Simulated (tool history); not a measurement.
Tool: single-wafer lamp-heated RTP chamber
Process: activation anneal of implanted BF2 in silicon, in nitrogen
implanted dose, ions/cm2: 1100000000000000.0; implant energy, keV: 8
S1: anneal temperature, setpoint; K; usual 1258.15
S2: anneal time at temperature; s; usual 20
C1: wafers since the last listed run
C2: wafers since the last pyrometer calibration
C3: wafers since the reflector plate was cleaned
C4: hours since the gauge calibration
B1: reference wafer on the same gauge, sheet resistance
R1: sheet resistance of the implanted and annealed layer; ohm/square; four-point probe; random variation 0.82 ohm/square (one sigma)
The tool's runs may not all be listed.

run	hour	S1	S2	C1	C2	C3	C4	B1	R1
1	0	1258.15	20	0	1424	7510	170.8	299.04	262.9
# hour 17.4: reflector plate cleaned
2	21.3	1258.15	20	257	1682	75	192.1	298.99	266.85
3	40.7	1258.15	11	376	2058	451	211.5	298.87	305.36
4	63.7	1269.15	29	446	2504	897	234.5	299.12	214.11
5	99.4	1266.15	28	692	3197	1590	270.2	299.18	226.12
6	115.6	1266.15	28	314	3511	1904	286.4	298.96	223.91
7	146.8	1266.15	28	605	4116	2509	317.6	299.06	224.63
8	177.2	1258.15	20	589	4705	3099	348	299.07	266.86
9	203.4	1258.15	20	508	5214	3607	374.2	298.89	267.06
10	223.6	1258.15	20	391	5605	3999	394.4	298.99	266.98
11	251.2	1258.15	20	535	6141	4534	422	299.02	266.18
12	269.9	1258.15	28	362	6503	4897	440.7	298.97	245.32
13	302.7	1258.15	28	636	7139	5533	473.5	299.12	246.19
# hour 320.8: pyrometer window cleaned and pyrometer calibrated
14	324.4	1258.15	28	265	69	5798	495.2	298.94	243.97
# hour 346.6: reflector plate cleaned
15	353.4	1258.15	20	407	477	132	524.2	299.02	268.35
16	377	1258.15	20	457	934	590	547.8	298.99	267.04
17	390.9	1248.15	20	269	1204	859	561.7	298.95	296.9
18	420.3	1249.15	28	570	1774	1429	591.1	299.1	272.05
19	439.2	1258.15	13	366	2141	1796	610	299	295.11
20	472	1258.15	16	636	2777	2432	642.8	299.12	280.86
# hour 480.2: gauge calibrated
21	497.4	1288.15	10	492	3270	2925	17.2	298.99	235.19
22	519.6	1237.15	15	430	3700	3355	39.4	298.95	348.95
23	532.5	1276.15	27	250	3950	3605	52.3	299.05	202.99
24	555	1280.15	9	436	4387	4042	74.8	298.98	259
25	576.3	1266.15	16	413	4800	4455	96.1	298.92	258.6
26	594.9	1246.15	25	360	5160	4816	114.7	298.98	286.1
27	615.2	1258.15	20	393	5554	5209	135	298.93	266.13
# hour 639.7: pyrometer window cleaned and pyrometer calibrated
28	640.2	1258.15	20	329	9	5539	160	299.01	265.12
29	667.4	1258.15	20	527	537	6067	187.2	299.04	264.29
30	690.1	1244.15	24	440	977	6507	209.9	299	294.73

Some steps in R1 between neighbouring runs. How much of each would the tool show without its hidden state too (settings, what came in, random variation), and how much is left for the hidden state, with any gauge scatter that isn't in both results?
The hidden state here: true wafer temperature minus pyrometer reading, K; wafer temperature error from the tarnished reflector plate, K; gauge reads high (%).
Run 1 -> 2: reflector plate cleaned. R1 +3.95 ohm/square: hidden state +4.63, all else -0.68.
Run 3 -> 4: S1 1258.15 -> 1269.15, S2 11 -> 29. R1 -91.25 ohm/square: hidden state -0.02, all else -91.23.
Run 14 -> 15: S2 28 -> 20, reflector plate cleaned. R1 +24.38 ohm/square: hidden state +1.97, all else +22.41.
Run 21 -> 22: S1 1288.15 -> 1237.15, S2 10 -> 15. R1 +113.76 ohm/square: hidden state -0.77, all else +114.53.
Run 22 -> 23: S1 1237.15 -> 1276.15, S2 15 -> 27. R1 -145.96 ohm/square: hidden state +0.47, all else -146.43.
Run 29 -> 30: S1 1258.15 -> 1244.15, S2 20 -> 24. R1 +30.44 ohm/square: hidden state -0.8, all else +31.24.
